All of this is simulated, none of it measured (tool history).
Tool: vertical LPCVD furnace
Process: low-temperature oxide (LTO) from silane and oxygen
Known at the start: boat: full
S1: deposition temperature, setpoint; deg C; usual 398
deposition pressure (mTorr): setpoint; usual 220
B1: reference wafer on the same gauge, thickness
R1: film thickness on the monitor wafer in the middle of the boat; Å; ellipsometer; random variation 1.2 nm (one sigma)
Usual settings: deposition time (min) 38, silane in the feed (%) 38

{"run": 1, "day": 0.0, "S1": 398, "deposition pressure (mTorr)": 220, "deposition time (min)": 38, "silane in the feed (%)": 41, "B1": 277.86, "R1": 3390.6}
{"run": 2, "day": 1.717, "S1": 398, "deposition pressure (mTorr)": 220, "deposition time (min)": 38, "silane in the feed (%)": 41, "B1": 278.27, "R1": 3375.6}
{"run": 3, "day": 3.538, "S1": 398, "deposition pressure (mTorr)": 220, "deposition time (min)": 38, "silane in the feed (%)": 41, "B1": 277.91, "R1": 3392.6}
{"run": 4, "day": 5.967, "S1": 398, "deposition pressure (mTorr)": 220, "deposition time (min)": 38, "silane in the feed (%)": 36, "B1": 277.8, "R1": 2872.9}
{"run": 5, "day": 8.258, "S1": 398, "deposition pressure (mTorr)": 220, "deposition time (min)": 38, "silane in the feed (%)": 36, "B1": 277.51, "R1": 2889.6}
{"day": 10.404, "done": "gauge calibrated"}
{"run": 6, "day": 11.012, "S1": 398, "deposition pressure (mTorr)": 220, "deposition time (min)": 38, "silane in the feed (%)": 36, "B1": 277.81, "R1": 2861.1}
{"run": 7, "day": 13.412, "S1": 398, "deposition pressure (mTorr)": 220, "deposition time (min)": 38, "silane in the feed (%)": 38, "B1": 277.68, "R1": 3072.1}
{"run": 8, "day": 16.008, "S1": 398, "deposition pressure (mTorr)": 220, "deposition time (min)": 38, "silane in the feed (%)": 38, "B1": 277.9, "R1": 3073.4}
{"day": 18.962, "done": "pressure gauge zeroed"}
{"run": 9, "day": 20.017, "S1": 398, "deposition pressure (mTorr)": 220, "deposition time (min)": 38, "silane in the feed (%)": 38, "B1": 277.99, "R1": 3085.8}
{"run": 10, "day": 22.438, "S1": 398, "deposition pressure (mTorr)": 220, "deposition time (min)": 33, "silane in the feed (%)": 38, "B1": 278.49, "R1": 2672.2}
{"run": 11, "day": 24.771, "S1": 407, "deposition pressure (mTorr)": 220, "deposition time (min)": 38, "silane in the feed (%)": 38, "B1": 277.94, "R1": 3396.2}
{"run": 12, "day": 27.404, "S1": 386, "deposition pressure (mTorr)": 220, "deposition time (min)": 43, "silane in the feed (%)": 45, "B1": 277.51, "R1": 3719.8}
{"day": 28.525, "done": "silane flow controller replaced"}
{"run": 13, "day": 30.858, "S1": 398, "deposition pressure (mTorr)": 200, "deposition time (min)": 29, "silane in the feed (%)": 38, "B1": 278, "R1": 2136.8}
{"day": 34.65, "done": "gauge calibrated"}
{"run": 14, "day": 34.788, "S1": 386, "deposition pressure (mTorr)": 220, "deposition time (min)": 42.5, "silane in the feed (%)": 43, "B1": 277.99, "R1": 3498.6}
{"day": 36.471, "done": "thermocouples replaced and temperature profile calibrated"}
{"run": 15, "day": 36.529, "S1": 398, "deposition pressure (mTorr)": 220, "deposition time (min)": 38, "silane in the feed (%)": 38, "B1": 278.1, "R1": 3072}
{"run": 16, "day": 39.725, "S1": 398, "deposition pressure (mTorr)": 220, "deposition time (min)": 38, "silane in the feed (%)": 38, "B1": 278.32, "R1": 3071.6}
{"run": 17, "day": 42.008, "S1": 398, "deposition pressure (mTorr)": 190, "deposition time (min)": 38, "silane in the feed (%)": 42, "B1": 278, "R1": 3003.2}
{"run": 18, "day": 44.029, "S1": 398, "deposition pressure (mTorr)": 220, "deposition time (min)": 53, "silane in the feed (%)": 38, "B1": 278.23, "R1": 4272.6}
{"run": 19, "day": 45.804, "S1": 398, "deposition pressure (mTorr)": 235, "deposition time (min)": 42.5, "silane in the feed (%)": 38, "B1": 278.09, "R1": 3684.6}
{"run": 20, "day": 49.679, "S1": 404, "deposition pressure (mTorr)": 220, "deposition time (min)": 27, "silane in the feed (%)": 38, "B1": 278.11, "R1": 2328.5}

3 ways to go on from here, each from the tool as it stands after run 20. What would each give?
{"run": "A", "day": 49.883, "S1": 398, "deposition pressure (mTorr)": 220, "deposition time (min)": 38, "silane in the feed (%)": 35, "B1": "?", "R1": "?"}
{"run": "B", "day": 49.883, "S1": 398, "deposition pressure (mTorr)": 220, "deposition time (min)": 31, "silane in the feed (%)": 42, "B1": "?", "R1": "?"}
{"run": "C", "day": 49.883, "S1": 406, "deposition pressure (mTorr)": 220, "deposition time (min)": 25.5, "silane in the feed (%)": 38, "B1": "?", "R1": "?"}

run=A B1=278.28 R1=2781.5
run=B B1=278.28 R1=2847
run=C B1=278.28 R1=2270.4
Without the tool's hidden state the same runs would have given:
run=A R1=2781.5
run=B R1=2847
run=C R1=2270.4

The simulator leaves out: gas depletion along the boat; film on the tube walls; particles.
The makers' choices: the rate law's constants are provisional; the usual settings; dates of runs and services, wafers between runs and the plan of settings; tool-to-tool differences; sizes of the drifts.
